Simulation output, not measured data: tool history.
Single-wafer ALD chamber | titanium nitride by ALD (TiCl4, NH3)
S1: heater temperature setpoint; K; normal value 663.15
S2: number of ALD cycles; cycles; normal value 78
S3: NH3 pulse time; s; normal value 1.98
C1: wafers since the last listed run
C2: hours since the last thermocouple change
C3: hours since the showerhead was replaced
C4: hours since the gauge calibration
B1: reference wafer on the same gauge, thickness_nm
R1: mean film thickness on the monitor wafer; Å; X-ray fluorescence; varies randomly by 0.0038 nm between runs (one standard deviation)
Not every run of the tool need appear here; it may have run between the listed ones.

run	hour	S1	S2	S3	C1	C2	C3	C4	B1	R1
1	0.0	663.15	78	1.98	0	105.6	2377.0	227.5	1.317	15.18
2	104.1	663.15	78	1.98	417	209.7	2481.1	331.6	1.316	15.18
3	276.9	663.15	78	1.98	692	382.5	2653.9	504.4	1.311	15.10
4	336.0	663.15	78	1.98	236	441.6	2713.0	563.5	1.309	15.19
5	403.8	663.15	78	1.98	271	509.4	2780.8	631.3	1.306	15.02
6	466.9	663.15	78	1.98	253	572.5	2843.9	694.4	1.306	15.03
7	525.0	663.15	78	1.98	232	630.6	2902.0	752.5	1.305	15.07
8	573.9	663.15	78	1.98	196	679.5	2950.9	801.4	1.304	15.02
9	681.1	663.15	78	1.98	429	786.7	3058.1	908.6	1.301	15.00
10	733.0	673.15	78	2.28	208	838.6	3110.0	960.5	1.300	15.19
11	798.5	650.15	62	1.98	262	904.1	3175.5	1026.0	1.299	11.81
12	878.7	671.15	88	1.98	321	984.3	3255.7	1106.2	1.298	16.96
13	949.8	659.15	78	1.98	285	1055.4	3326.8	1177.3	1.297	14.87
# hour 986.4: showerhead replaced
14	1027.7	657.15	90	1.32	280	1133.3	41.3	1255.2	1.293	16.96
# hour 1141.3: thermocouple changed; heater temperature recalibrated
15	1141.8	663.15	78	1.98	425	0.5	155.4	1369.3	1.291	14.92
# hour 1143.1: gauge calibrated
16	1233.4	657.15	78	2.67	367	92.1	247.0	90.3	1.318	15.28
17	1306.7	663.15	78	1.98	293	165.4	320.3	163.6	1.318	15.18
18	1375.9	663.15	78	1.98	277	234.6	389.5	232.8	1.315	15.18
19	1451.5	649.15	78	1.98	303	310.2	465.1	308.4	1.314	14.97

Each row is a separate what-if for the run after 19, all from the same tool condition, not one after another. Results?
A	1452.1	663.15	78	1.98	2	310.8	465.7	309.0	?	?
B	1452.1	677.15	83	1.98	2	310.8	465.7	309.0	?	?
C	1452.1	675.15	78	2.74	2	310.8	465.7	309.0	?	?
D	1452.1	673.15	78	1.98	2	310.8	465.7	309.0	?	?

run	B1	R1
A	1.314	15.21
B	1.314	16.35
C	1.314	15.47
D	1.314	15.33
Had the tool no hidden state, the same runs would have come out as:
run	R1
A	15.28
B	16.42
C	15.54
D	15.40

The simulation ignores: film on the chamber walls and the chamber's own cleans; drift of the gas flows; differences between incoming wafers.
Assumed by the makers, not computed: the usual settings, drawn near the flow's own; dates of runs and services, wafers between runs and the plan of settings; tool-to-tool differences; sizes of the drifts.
